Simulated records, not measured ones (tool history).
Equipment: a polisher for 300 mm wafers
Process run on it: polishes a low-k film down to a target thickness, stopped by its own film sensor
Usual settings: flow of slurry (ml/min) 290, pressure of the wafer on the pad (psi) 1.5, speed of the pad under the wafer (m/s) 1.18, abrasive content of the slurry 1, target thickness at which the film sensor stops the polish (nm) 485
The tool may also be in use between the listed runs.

run    hour  flow of slurry (ml/min)  pressure of the wafer on the pad (psi)  speed of the pad under the wafer (m/s)  abrasive content of the slurry  target thickness at which the film sensor stops the polish (nm)  wafers since the last listed run  wafers polished on this pad  hours since the slurry nozzle was cleaned  hours since the head pressure was calibrated  hours since the slurry blender was calibrated  hours since the conditioning disc was replaced  incoming thickness of the incoming film, nm  time until the film sensor stopped the polish (s)
  1       0                      290                                     1.5                                    1.18                               1                                                              485                                 0                         3403                                        253                                          63.4                                          252.4                                           344.7                                        507.7                                               69.4
        1.8  -- worn pad replaced by a new one
       35.3  -- conditioning disc replaced and pad reconditioned
       90.7  -- slurry nozzle cleaned
      120.3  -- slurry blender recalibrated
  2   212.4                      290                                     1.5                                    1.18                             0.8                                                              485                              2275                         2275                                      121.7                                         275.8                                           92.1                                           177.1                                        503.9                                               65.4
      317.7  -- worn pad replaced by a new one
      388.6  -- conditioning disc replaced and pad reconditioned
  3   422.1                      290                                     1.5                                    1.18                             0.8                                                              485                              2254                         1133                                      331.4                                         485.5                                          301.8                                            33.5                                        510.1                                               89.1
      424.1  -- slurry nozzle cleaned
        438  -- slurry blender recalibrated
  4   466.3                      290                                     1.5                                    1.18                             0.8                                                              485                               455                         1589                                       42.2                                         529.7                                           28.3                                            77.7                                          508                                               81.1
  5   494.3                      290                                     1.5                                    1.18                               1                                                              485                               309                         1899                                       70.2                                         557.7                                           56.3                                           105.7                                        507.9                                               69.1
      585.5  -- head pressure recalibrated
  6   611.4                      290                                     1.5                                    1.18                               1                                                              485                              1273                         3173                                      187.3                                          25.9                                          173.4                                           222.8                                        515.9                                               91.9
      639.7  -- worn pad replaced by a new one
  7   661.4                      290                                     1.5                                    1.18                               1                                                              485                               509                          240                                      237.3                                          75.9                                          223.4                                           272.8                                        511.1                                                 78
  8   722.1                      290                                     1.5                                    1.18                               1                                                              485                               671                          911                                        298                                         136.6                                          284.1                                           333.5                                          509                                               73.9
      744.4  -- conditioning disc replaced and pad reconditioned
  9   771.2                      290                                     1.5                                    1.18                               1                                                              485                               521                         1433                                      347.1                                         185.7                                          333.2                                            26.8                                        511.2                                               81.7
 10   819.6                      290                                     1.5                                    1.18                               1                                                              485                               535                         1968                                      395.5                                         234.1                                          381.6                                            75.2                                        506.3                                               67.5
      824.4  -- slurry blender recalibrated
      854.3  -- slurry nozzle cleaned
 11     888                      290                                     1.5                                    1.18                               1                                                              488                               723                         2692                                       33.7                                         302.5                                           63.6                                           143.6                                        514.2                                               77.2
      914.6  -- worn pad replaced by a new one, of another model than before
 12   959.6                      290                                     1.5                                    1.18                               1                                                              488                               748                          497                                      105.3                                         374.1                                          135.2                                           215.2                                        518.2                                               89.4
 13  1021.3                      290                                     1.5                                    1.18                               1                                                              485                               682                         1180                                        167                                         435.8                                          196.9                                           276.9                                        511.2                                               79.1
 14  1074.9                      290                                     1.5                                    1.18                               1                                                              485                               593                         1773                                      220.6                                         489.4                                          250.5                                           330.5                                        504.7                                               61.8
     1112.4  -- conditioning disc replaced and pad reconditioned
 15  1112.9                      290                                     1.5                                    1.18                               1                                                              485                               398                         2172                                      258.6                                         527.4                                          288.5                                             0.5                                          518                                              101.9
 16  1144.2                      290                                     1.5                                    0.88                               1                                                              485                               346                         2518                                      289.9                                         558.7                                          319.8                                            31.8                                        510.1                                              106.8
     1161.7  -- slurry blender recalibrated
 17  1196.1                      350                                     1.5                                    1.18                             1.1                                                              480                               552                         3071                                      341.8                                         610.6                                           34.4                                            83.7                                        504.7                                               73.4
       1217  -- worn pad replaced by a new one
 18  1238.3                      330                                     1.5                                    1.18                               1                                                              485                               422                          236                                        384                                         652.8                                           76.6                                           125.9                                        512.6                                               89.7
     1240.7  -- slurry nozzle cleaned
 19  1284.9                      290                                     1.5                                    1.18                             0.9                                                              485                               504                          740                                       44.2                                         699.4                                          123.2                                           172.5                                        511.9                                               84.8
 20  1348.1                      260                                     1.5                                    1.18                            0.75                                                              485                               699                         1440                                      107.4                                         762.6                                          186.4                                           235.7                                        507.1                                               81.7
     1355.7  -- head pressure recalibrated
 21  1405.2                      290                                     1.5                                    1.18                               1                                                              485                               609                         2050                                      164.5                                          49.5                                          243.5                                           292.8                                        503.7                                                 56
     1425.8  -- conditioning disc replaced and pad reconditioned
 22  1440.2                      290                                     1.5                                    1.48                            1.15                                                              485                               365                         2415                                      199.5                                          84.5                                          278.5                                            14.4                                        516.9                                               73.2
     1476.1  -- slurry blender recalibrated
 23  1500.3                      240                                     1.7                                    1.18                             0.8                                                              482                               643                         3058                                      259.6                                         144.6                                           24.2                                            74.5                                        509.2                                               98.9
 24  1528.1                      345                                     1.5                                    1.44                               1                                                              489                               307                         3366                                      287.4                                         172.4                                             52                                           102.3                                        516.6                                               69.2
 25  1559.1                      290                                     1.5                                    1.18                               1                                                              485                               343                         3709                                      318.4                                         203.4                                             83                                           133.3                                        513.2                                               89.4
     1570.1  -- worn pad replaced by a new one
 26  1602.9                      335                                       2                                     1.5                               1                                                              480                               440                          363                                      362.2                                         247.2                                          126.8                                           177.1                                        516.2                                               77.8

Forecast each of these 3 alternatives for the next run:
  A  1603.4                      290                                     1.5                                    1.18                               1                                                              485                                 5                          368                                      362.7                                         247.7                                          127.3                                           177.6                                        516.5                                                  ?
  B  1603.4                      290                                     1.2                                    1.42                               1                                                              485                                 5                          368                                      362.7                                         247.7                                          127.3                                           177.6                                        516.5                                                  ?
  C  1603.4                      235                                     1.3                                    1.46                               1                                                              477                                 5                          368                                      362.7                                         247.7                                          127.3                                           177.6                                        516.5                                                  ?

run  time until the film sensor stopped the polish (s)
  A                                              103.1
  B                                               95.8
  C                                              121.5
Take away the tool's hidden state, keep each run's random variation, and the runs would have read:
run  time until the film sensor stopped the polish (s)
  A                                               92.4
  B                                               85.8
  C                                              104.8

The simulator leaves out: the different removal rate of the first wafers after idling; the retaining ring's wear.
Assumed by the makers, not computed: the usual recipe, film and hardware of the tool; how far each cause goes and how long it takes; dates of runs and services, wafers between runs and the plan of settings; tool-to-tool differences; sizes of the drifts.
